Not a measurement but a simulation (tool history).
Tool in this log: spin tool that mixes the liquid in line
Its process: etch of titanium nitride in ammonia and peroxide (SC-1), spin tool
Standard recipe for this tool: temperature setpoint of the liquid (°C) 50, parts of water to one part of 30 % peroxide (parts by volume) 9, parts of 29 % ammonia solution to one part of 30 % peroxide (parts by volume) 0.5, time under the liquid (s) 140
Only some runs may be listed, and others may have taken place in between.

| run | hour | temperature setpoint of the liquid (°C) | parts of water to one part of 30 % peroxide (parts by volume) | parts of 29 % ammonia solution to one part of 30 % peroxide (parts by volume) | time under the liquid (s) | read-back film thickness of the titanium nitride reference wafer, read on the same gauge (nm) | thickness taken off the titanium nitride on a monitor wafer (Å) |
|---|---|---|---|---|---|---|---|
| 1 | 0 | 50 | 9 | 0.5 | 140 | 59.95 | 181 |
| 2 | 8.4 | 50 | 9 | 0.5 | 140 | 60 | 182.7 |
| 3 | 19 | 52 | 5.5 | 0.5 | 140 | 59.98 | 263.8 |
|  | 27.7 | gauge calibrated |
| 4 | 36.1 | 52 | 5.5 | 0.5 | 140 | 60.06 | 262.9 |
| 5 | 46.7 | 52 | 5.5 | 0.5 | 140 | 60.03 | 268.8 |
| 6 | 61.5 | 50 | 9 | 0.5 | 140 | 59.98 | 183.5 |
| 7 | 69.1 | 50 | 9 | 0.5 | 140 | 60.01 | 184.3 |
|  | 83.6 | new drum of ammonia solution connected |
| 8 | 88.2 | 50 | 9 | 0.5 | 140 | 60.03 | 187 |
| 9 | 95.4 | 50 | 9 | 0.5 | 140 | 60.02 | 183.8 |
| 10 | 109.5 | 50 | 9 | 0.3 | 140 | 60 | 168.9 |
| 11 | 116.8 | 47.5 | 12.5 | 0.5 | 210 | 60.03 | 197.5 |
| 12 | 124.7 | 44 | 7.5 | 0.3 | 70 | 59.98 | 61.2 |
| 13 | 142.2 | 50 | 9 | 0.5 | 140 | 59.98 | 184.8 |
| 14 | 153.2 | 50 | 9 | 0.5 | 140 | 60 | 185.1 |
|  | 158.5 | ammonia flow meter replaced |
| 15 | 162.3 | 45.5 | 9 | 0.7 | 65 | 60.02 | 67.1 |
|  | 170.1 | gauge calibrated |
| 16 | 172.6 | 53 | 9 | 0.5 | 140 | 59.97 | 230.9 |
|  | 178.9 | heated supply line repaired |
|  | 184 | thermometer replaced |
| 17 | 184.5 | 45.5 | 9 | 0.5 | 140 | 59.99 | 117.3 |
| 18 | 238.2 | 40 | 5 | 0.4 | 65 | 60.03 | 48.1 |

4 options for the next run, each taken on its own from the tool as it stands now. Forecast them:
| A | 238.7 | 50 | 9 | 0.5 | 140 | ? | ? |
| B | 238.7 | 41.5 | 9 | 0.5 | 90 | ? | ? |
| C | 238.7 | 57.5 | 13.5 | 0.5 | 140 | ? | ? |
| D | 238.7 | 44.5 | 7 | 0.65 | 140 | ? | ? |

| run | read-back film thickness of the titanium nitride reference wafer, read on the same gauge (nm) | thickness taken off the titanium nitride on a monitor wafer (Å) |
|---|---|---|
| A | 59.98 | 164.9 |
| B | 59.98 | 57.9 |
| C | 59.98 | 221.2 |
| D | 59.98 | 132.4 |
Had the tool no hidden state, the same runs would have come out as:
| run | thickness taken off the titanium nitride on a monitor wafer (Å) |
|---|---|
| A | 155.7 |
| B | 54.5 |
| C | 209.5 |
| D | 124.8 |
